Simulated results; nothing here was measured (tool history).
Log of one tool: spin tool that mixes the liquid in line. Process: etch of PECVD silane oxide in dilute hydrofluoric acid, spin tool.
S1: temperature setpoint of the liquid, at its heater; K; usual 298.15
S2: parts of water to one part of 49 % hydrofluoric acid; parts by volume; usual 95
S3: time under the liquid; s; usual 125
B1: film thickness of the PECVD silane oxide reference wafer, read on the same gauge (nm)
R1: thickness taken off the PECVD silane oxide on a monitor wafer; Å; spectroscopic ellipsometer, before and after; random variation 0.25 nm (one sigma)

run	hour	S1	S2	S3	B1	R1
1	0.0	298.15	95	145	149.98	401.5
2	67.8	298.15	95	145	149.96	362.4
3	95.4	298.15	95	145	150.01	355.5
4	130.7	298.15	95	90	149.99	223.3
5	183.1	298.15	95	90	149.98	227.8
6	228.4	298.15	115	125	150.05	252.2
7	269.9	298.15	95	125	150.02	311.9
8	419.8	298.15	95	125	150.02	319.5
9	559.4	298.15	95	125	149.98	314.5
10	629.8	298.15	95	125	150.00	322.4
11	669.8	298.15	95	125	149.97	323.2
12	801.4	298.15	95	125	149.98	341.0
13	832.5	298.15	95	125	150.01	337.3
14	887.6	298.15	85	180	150.02	560.9
15	913.3	294.15	65	125	150.03	437.0
16	954.5	302.15	95	60	150.01	188.5
17	1017.9	302.15	110	165	150.00	420.3
18	1073.7	298.15	95	125	149.97	318.4
19	1267.6	295.15	115	125	149.98	231.2
20	1307.7	298.15	80	125	150.02	391.1
21	1371.0	298.15	95	125	149.98	324.9
22	1420.8	294.15	110	150	149.99	282.9
23	1483.8	298.15	95	155	149.99	406.9
24	1547.8	293.15	115	195	149.98	336.8
25	1603.7	301.65	50	70	150.00	427.2
26	1650.5	295.15	110	65	149.99	130.7
27	1676.8	298.15	95	125	150.04	330.6
28	1729.6	298.15	135	55	149.99	98.2

Not shown: 5 entries that the log had between the listed runs. Between which runs, and how does the tool's hidden state differ before and after?
Between runs 1 and 2: hydrofluoric acid flow meter replaced (hour 54.0)
  liquid colder than its thermometer reads (K): 0.563 -> 0.617; hydrofluoric acid flow above the setpoint (%): 10.7 -> 0.604
  measured less the result without the state, R1: +34.9 -> -6.5 Å
Between runs 9 and 10: gauge calibrated (hour 577.0)
  liquid colder than its thermometer reads (K): 1.01 -> 1.07; hydrofluoric acid flow above the setpoint (%): 5.18 -> 5.84
  measured less the result without the state, R1: +5.1 -> +6.7 Å
Between runs 11 and 12: thermometer replaced (hour 760.5)
  liquid colder than its thermometer reads (K): 1.1 -> 0.256; hydrofluoric acid flow above the setpoint (%): 6.21 -> 7.43
  measured less the result without the state, R1: +7.5 -> +22.9 Å
Between runs 16 and 17: hydrofluoric acid flow meter replaced (hour 978.2)
  liquid colder than its thermometer reads (K): 0.379 -> 0.431; hydrofluoric acid flow above the setpoint (%): 8.86 -> 2.02
  measured less the result without the state, R1: +14.7 -> +2.8 Å
Between runs 27 and 28: gauge calibrated (hour 1690.7)
  liquid colder than its thermometer reads (K): 0.963 -> 1.01; hydrofluoric acid flow above the setpoint (%): 8.15 -> 8.65
  measured less the result without the state, R1: +15.9 -> +5.4 Å
